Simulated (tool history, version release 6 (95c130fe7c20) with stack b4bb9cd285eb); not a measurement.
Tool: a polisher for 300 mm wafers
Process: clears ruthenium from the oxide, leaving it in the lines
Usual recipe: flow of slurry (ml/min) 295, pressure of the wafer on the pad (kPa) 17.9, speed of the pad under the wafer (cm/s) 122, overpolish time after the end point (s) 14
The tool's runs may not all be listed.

run    day  flow of slurry (ml/min)  pressure of the wafer on the pad (kPa)  speed of the pad under the wafer (cm/s)  overpolish time after the end point (s)  wafers since the last listed run  wafers polished on this pad  hours since the slurry nozzle was cleaned  hours since the head pressure was calibrated  incoming thickness of the incoming film, nm  time until the end point was called (s)
  1  0.000                      295                                    17.9                                      122                                       14                                 0                          226                                      452.7                                         599.2                                        142.4                                     82.8
  2  0.408                      295                                    17.9                                      122                                       14                                94                          320                                      462.5                                         609.0                                        139.8                                     81.2
  3  0.992                      295                                    17.9                                      122                                       14                               135                          456                                      476.5                                         623.0                                        139.8                                     82.7
     1.408  -- worn pad replaced by a new one
  4  1.625                      295                                    20.0                                      122                                       14                               108                           49                                      491.7                                         638.2                                        139.7                                     69.6
  5  1.900                      295                                    20.0                                      122                                       14                                63                          113                                      498.3                                         644.8                                        141.8                                     71.4
  6  2.225                      295                                    17.9                                      132                                       10                                75                          189                                      506.1                                         652.6                                        137.9                                     73.3
     2.575  -- slurry nozzle cleaned
  7  2.904                      295                                    17.9                                      132                                       10                               147                          337                                        7.9                                         668.9                                        140.6                                     74.7
  8  3.533                      295                                    17.9                                      108                                       14                               145                          483                                       23.0                                         684.0                                        139.4                                     88.5
     3.812  -- head pressure recalibrated
  9  3.900                      325                                    17.9                                      104                                       14                                65                          548                                       31.8                                           2.1                                        142.7                                    107.7
     4.492  -- worn pad replaced by a new one
 10  4.646                      295                                    20.0                                      122                                       14                               134                           36                                       49.7                                          20.0                                        139.9                                     80.3
 11  5.000                      325                                    17.9                                      104                                       14                                82                          118                                       58.2                                          28.5                                        139.4                                    101.7
 12  5.512                      295                                    13.1                                       94                                       14                               118                          237                                       70.5                                          40.8                                        139.3                                    152.8
 13  5.992                      295                                    19.3                                      122                                       19                               111                          348                                       82.0                                          52.3                                        142.1                                     88.3
 14  6.508                      295                                    12.4                                       88                                       14                               119                          468                                       94.4                                          64.7                                        138.1                                    172.1

Consider 4 possible next runs. They are alternatives, not a sequence: every one starts from the tool as it was left by run 14. What does each give?
  A  6.529                      295                                    15.2                                      122                                       14                                 4                          473                                       94.9                                          65.2                                        141.1                                        ?
  B  6.529                      265                                    14.5                                      142                                       14                                 4                          473                                       94.9                                          65.2                                        141.1                                        ?
  C  6.529                      295                                    17.9                                      132                                       20                                 4                          473                                       94.9                                          65.2                                        141.1                                        ?
  D  6.529                      365                                    17.9                                       94                                       14                                 4                          473                                       94.9                                          65.2                                        141.1                                        ?

run  time until the end point was called (s)
  A                                    112.0
  B                                    104.6
  C                                     88.9
  D                                    114.6
With no hidden state in the tool, these same runs would have given:
run  time until the end point was called (s)
  A                                    103.7
  B                                     96.8
  C                                     82.2
  D                                    106.0
